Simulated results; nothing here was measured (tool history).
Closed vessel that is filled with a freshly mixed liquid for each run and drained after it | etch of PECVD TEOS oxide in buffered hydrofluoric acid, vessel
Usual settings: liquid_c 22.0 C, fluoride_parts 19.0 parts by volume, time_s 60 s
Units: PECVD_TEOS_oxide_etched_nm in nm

run	day	liquid_c	fluoride_parts	time_s	wafers since the last listed run	hours since the thermometer was replaced	hours since the hydrofluoric acid flow meter was replaced	hours since the gauge calibration	read-back film thickness of the PECVD TEOS oxide reference wafer, read on the same gauge (nm)	PECVD_TEOS_oxide_etched_nm
1	0.000	22.0	15.0	40	0	1705.6	1270.6	297.0	89.99	43.98
2	0.458	22.0	15.0	40	693	1716.6	1281.6	308.0	89.99	43.92
3	1.183	22.0	15.0	40	1096	1734.0	1299.0	325.4	90.00	44.16
4	1.596	22.0	19.0	60	623	1743.9	1308.9	335.3	90.00	53.61
5	2.925	22.0	19.0	60	2010	1775.8	1340.8	367.2	89.99	52.65
6	3.188	22.0	19.0	60	396	1782.1	1347.1	373.5	90.00	53.36
7	3.588	22.0	16.5	80	604	1791.7	1356.7	383.1	90.00	80.18
8	5.525	22.0	16.5	80	2929	1838.2	1403.2	429.6	89.99	80.67
9	7.221	22.0	19.0	60	2564	1878.9	1443.9	470.3	90.01	53.31
10	7.488	22.0	19.0	60	403	1885.3	1450.3	476.7	90.01	53.48
11	8.238	22.0	19.0	60	1134	1903.3	1468.3	494.7	89.99	53.54
12	8.812	18.5	19.0	60	869	1917.1	1482.1	508.5	90.01	43.46
13	9.421	24.0	14.0	70	919	1931.7	1496.7	523.1	89.99	91.60
14	9.846	18.0	19.0	90	642	1941.9	1506.9	533.3	90.03	63.56
# day 10.392: hydrofluoric acid flow meter replaced
15	10.479	24.5	25.5	85	894	1957.1	2.1	548.5	90.01	76.55
16	10.912	22.0	19.0	60	655	1967.5	12.5	558.9	89.98	58.50
17	11.371	20.5	15.0	60	693	1978.5	23.5	569.9	90.00	67.87
18	11.750	22.0	26.0	90	573	1987.6	32.6	579.0	90.01	69.65
19	12.175	22.0	25.0	95	642	1997.8	42.8	589.2	90.00	76.25
20	12.717	22.0	19.0	60	819	2010.8	55.8	602.2	90.02	58.82
21	13.308	22.0	19.0	60	894	2025.0	70.0	616.4	89.99	58.32
22	13.662	22.0	19.0	60	535	2033.5	78.5	624.9	90.00	58.86
# day 13.933: gauge calibrated
23	14.346	22.0	19.0	60	1033	2049.9	94.9	9.9	89.99	58.54
24	15.012	22.0	19.0	50	1008	2065.9	110.9	25.9	90.00	49.31
# day 15.292: thermometer replaced
25	15.375	19.0	16.0	80	485	2.0	119.6	34.6	89.99	69.43
26	15.762	19.0	23.0	80	585	11.3	128.9	43.9	89.97	51.63
27	16.358	22.0	19.0	80	901	25.6	143.2	58.2	90.00	68.75
28	17.088	19.0	21.5	85	1102	43.1	160.7	75.7	90.00	56.97
29	17.708	20.5	14.5	45	938	58.0	175.6	90.6	89.99	47.33
30	18.121	22.0	19.0	45	623	67.9	185.5	100.5	90.01	38.88
31	18.629	23.5	19.0	60	768	80.1	197.7	112.7	90.00	57.00
32	19.217	24.0	15.5	75	888	94.2	211.8	126.8	90.02	89.53
33	20.792	23.5	19.0	40	2381	132.0	249.6	164.6	89.99	37.97

4 ways to go on from here, each from the tool as it stands after run 33. What would each give?
A	20.821	22.0	19.0	60	44	132.7	250.3	165.3	?	?
B	20.821	19.0	19.0	50	44	132.7	250.3	165.3	?	?
C	20.821	27.0	19.0	80	44	132.7	250.3	165.3	?	?
D	20.821	22.0	14.5	30	44	132.7	250.3	165.3	?	?

run	read-back film thickness of the PECVD TEOS oxide reference wafer, read on the same gauge (nm)	PECVD_TEOS_oxide_etched_nm
A	89.98	52.36
B	89.98	36.92
C	89.98	91.60
D	89.98	34.17
Without the tool's hidden state the same runs would have given:
run	PECVD_TEOS_oxide_etched_nm
A	51.28
B	36.13
C	89.82
D	33.46
